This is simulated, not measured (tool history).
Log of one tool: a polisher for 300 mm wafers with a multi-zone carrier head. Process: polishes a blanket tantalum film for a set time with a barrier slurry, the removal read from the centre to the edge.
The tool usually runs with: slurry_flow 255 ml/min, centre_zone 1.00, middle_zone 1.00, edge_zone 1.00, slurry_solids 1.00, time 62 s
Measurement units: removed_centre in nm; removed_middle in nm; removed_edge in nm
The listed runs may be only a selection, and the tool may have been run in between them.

run,hour,slurry_flow,centre_zone,middle_zone,edge_zone,slurry_solids,time,"incoming thickness of the incoming film, nm",removed_centre,removed_middle,removed_edge
1,0.0,255,1.00,1.00,1.00,1.00,62,292.7,99.8,98.5,100.1
# hour 87.1: slurry nozzle cleaned
2,88.2,255,1.00,1.00,0.96,1.00,62,285.5,105.2,104.1,101.8
3,145.3,255,1.00,1.00,1.00,1.00,43,288.1,71.5,71.6,71.1
# hour 197.3: worn pad replaced by a new one, of another model than before
4,201.7,255,1.00,1.00,1.00,1.00,62,285.1,105.1,103.6,103.5
5,255.9,255,0.96,1.00,1.00,1.00,42,290.4,68.7,69.9,69.0
6,297.9,340,1.00,1.00,1.08,1.00,62,290.4,107.2,105.1,107.6
7,335.7,255,1.00,1.05,0.97,1.15,73,286.8,127.6,127.0,124.5
# hour 422.3: carrier head's membrane replaced by a new one
8,430.8,255,1.00,1.00,1.00,1.00,62,293.1,101.8,101.3,102.5
# hour 448.9: edge zone pressure recalibrated
9,524.4,220,1.00,1.00,1.03,1.00,81,290.9,133.5,128.6,131.7
# hour 582.6: centre zone pressure recalibrated
10,617.5,255,1.03,1.00,1.00,1.00,49,291.2,83.6,78.3,80.5
11,721.1,255,1.00,1.00,1.00,1.00,49,293.0,79.9,77.5,79.0
# hour 730.5: slurry nozzle cleaned
# hour 751.3: worn pad replaced by a new one
12,781.8,200,1.00,1.05,1.00,1.00,62,296.5,100.4,102.6,99.8
13,880.3,255,1.00,0.97,1.00,0.85,51,286.4,79.9,78.0,80.1
14,975.0,255,1.00,1.00,1.00,0.80,43,288.3,65.5,65.6,65.8
15,1076.5,255,1.05,1.00,1.00,1.00,62,294.1,107.9,99.4,101.6
# hour 1182.0: edge zone pressure recalibrated
16,1218.1,255,1.00,1.05,1.00,1.00,62,289.5,101.9,103.4,100.9
# hour 1249.4: worn pad replaced by a new one
# hour 1284.2: slurry nozzle cleaned
17,1305.3,255,1.00,1.00,1.00,1.25,62,288.4,111.4,109.4,110.8
# hour 1408.1: centre zone pressure recalibrated
18,1411.0,330,1.00,0.90,0.92,1.00,62,289.6,106.8,97.5,100.1
19,1509.8,230,0.89,0.94,1.00,1.15,62,287.1,95.3,103.1,106.1
20,1547.6,255,1.00,1.00,0.91,1.00,82,294.8,135.4,136.9,128.6

5 ways to go on from here, each from the tool as it stands after run 20. What would each give?
A,1548.0,255,1.00,1.00,1.06,1.00,62,294.2,?,?,?
B,1548.0,180,1.00,1.00,1.06,1.00,62,294.2,?,?,?
C,1548.0,255,0.95,1.00,1.00,1.00,62,294.2,?,?,?
D,1548.0,295,1.00,1.00,1.07,1.15,62,294.2,?,?,?
E,1548.0,255,1.00,1.00,1.00,0.75,62,294.2,?,?,?

run,removed_centre,removed_middle,removed_edge
A,103.8,100.6,105.2
B,99.5,96.9,102.3
C,98.6,100.6,102.3
D,110.0,106.4,111.4
E,93.4,90.5,92.0
Take away the tool's hidden state, keep each run's random variation, and the runs would have read:
run,removed_centre,removed_middle,removed_edge
A,105.7,102.2,106.4
B,101.8,98.9,103.8
C,100.4,102.3,103.5
D,111.7,107.9,112.6
E,95.1,92.0,93.2
